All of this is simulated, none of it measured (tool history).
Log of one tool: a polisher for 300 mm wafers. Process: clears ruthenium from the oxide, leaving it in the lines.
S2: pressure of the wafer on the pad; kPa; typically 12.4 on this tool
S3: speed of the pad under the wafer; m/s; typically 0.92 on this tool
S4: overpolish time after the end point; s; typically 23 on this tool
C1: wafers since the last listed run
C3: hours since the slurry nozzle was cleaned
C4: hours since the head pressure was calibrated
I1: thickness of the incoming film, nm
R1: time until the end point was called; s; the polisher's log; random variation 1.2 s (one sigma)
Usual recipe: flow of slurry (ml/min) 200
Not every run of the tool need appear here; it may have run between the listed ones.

Run 1, day 0: usual settings; C1 0; wafers polished on this pad 1028; C3 853.4; C4 712; I1 144.9. Result: R1 217.3 s.
Run 2, day 0.254: usual settings but flow of slurry (ml/min) 170; C1 29; wafers polished on this pad 1058; C3 859.5; C4 718.1; I1 145. Result: R1 219.6 s.
Run 3, day 0.675: usual settings but flow of slurry (ml/min) 170; C1 48; wafers polished on this pad 1106; C3 869.6; C4 728.2; I1 146.8. Result: R1 224.4 s.
Run 4, day 1.204: usual settings but flow of slurry (ml/min) 170; C1 60; wafers polished on this pad 1167; C3 882.3; C4 740.9; I1 145.3. Result: R1 219.5 s.
Run 5, day 1.562: usual settings but S3 1.12 m/s; C1 41; wafers polished on this pad 1208; C3 890.9; C4 749.5; I1 144.8. Result: R1 178.8 s.
Run 6, day 2.104: usual settings but S2 9.7 kPa; C1 62; wafers polished on this pad 1271; C3 903.9; C4 762.5; I1 146.7. Result: R1 283.4 s.
At day 2.738: slurry nozzle cleaned.
At day 3: worn pad replaced by a new one.
Run 7, day 3.642: usual settings but S2 9.7 kPa; C1 153; wafers polished on this pad 73; C3 21.7; C4 799.4; I1 142.4. Result: R1 262.9 s.
Run 8, day 4.133: usual settings but S2 9.7 kPa; C1 56; wafers polished on this pad 130; C3 33.5; C4 811.2; I1 144.5. Result: R1 264.1 s.
At day 4.3: head pressure recalibrated.
Run 9, day 4.571: usual settings but S2 14.5 kPa; C1 40; wafers polished on this pad 171; C3 44; C4 6.5; I1 145. Result: R1 161.9 s.

Predict the results of run 10:
Run 10, day 5.025: usual settings but flow of slurry (ml/min) 170; C1 52; wafers polished on this pad 223; C3 54.9; C4 17.4; I1 143. Result: R1 ?.

R1: 190.7 s
On a tool with no hidden condition, and with the same random variation, this run would have come out at R1 184 s.
